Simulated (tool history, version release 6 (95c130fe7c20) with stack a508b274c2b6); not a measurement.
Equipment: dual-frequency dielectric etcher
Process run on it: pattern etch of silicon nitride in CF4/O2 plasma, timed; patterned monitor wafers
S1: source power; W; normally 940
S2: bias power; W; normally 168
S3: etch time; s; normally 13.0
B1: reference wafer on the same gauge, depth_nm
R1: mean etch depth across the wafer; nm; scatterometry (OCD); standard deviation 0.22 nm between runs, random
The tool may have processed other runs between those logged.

{"run": 1, "hour": 0.0, "S1": 940, "S2": 168, "S3": 14.0, "B1": 50.95, "R1": 48.9}
{"run": 2, "hour": 50.0, "S1": 940, "S2": 168, "S3": 14.0, "B1": 50.76, "R1": 49.69}
{"run": 3, "hour": 173.1, "S1": 940, "S2": 168, "S3": 14.0, "B1": 50.6, "R1": 49.16}
{"hour": 223.6, "done": "wet clean of the chamber"}
{"run": 4, "hour": 239.9, "S1": 940, "S2": 180, "S3": 16.0, "B1": 50.49, "R1": 58.25}
{"run": 5, "hour": 310.5, "S1": 1010, "S2": 168, "S3": 13.0, "B1": 50.32, "R1": 48.56}
{"run": 6, "hour": 348.3, "S1": 1010, "S2": 168, "S3": 13.0, "B1": 50.19, "R1": 48.84}
{"hour": 352.7, "done": "source power generator calibrated"}
{"run": 7, "hour": 415.6, "S1": 940, "S2": 168, "S3": 13.0, "B1": 50.09, "R1": 45.34}
{"hour": 419.0, "done": "gauge calibrated"}
{"run": 8, "hour": 442.2, "S1": 1070, "S2": 168, "S3": 13.0, "B1": 52.66, "R1": 54.18}
{"run": 9, "hour": 468.8, "S1": 830, "S2": 168, "S3": 13.0, "B1": 52.6, "R1": 41.55}
{"run": 10, "hour": 502.0, "S1": 940, "S2": 147, "S3": 9.5, "B1": 52.49, "R1": 31.97}
{"run": 11, "hour": 548.0, "S1": 940, "S2": 168, "S3": 13.0, "B1": 52.36, "R1": 47.49}
{"run": 12, "hour": 615.1, "S1": 940, "S2": 168, "S3": 13.0, "B1": 52.23, "R1": 46.96}

Forecast run 13:
{"hour": 659.3, "done": "upper electrode replaced"}
{"run": 13, "hour": 672.1, "S1": 940, "S2": 168, "S3": 13.0, "B1": "?", "R1": "?"}

{"run 13": {"B1": 52.21, "R1": 46.75}}
Were there no unlogged condition in the tool, this run, its random variation unchanged, would have produced R1 46.97 nm.
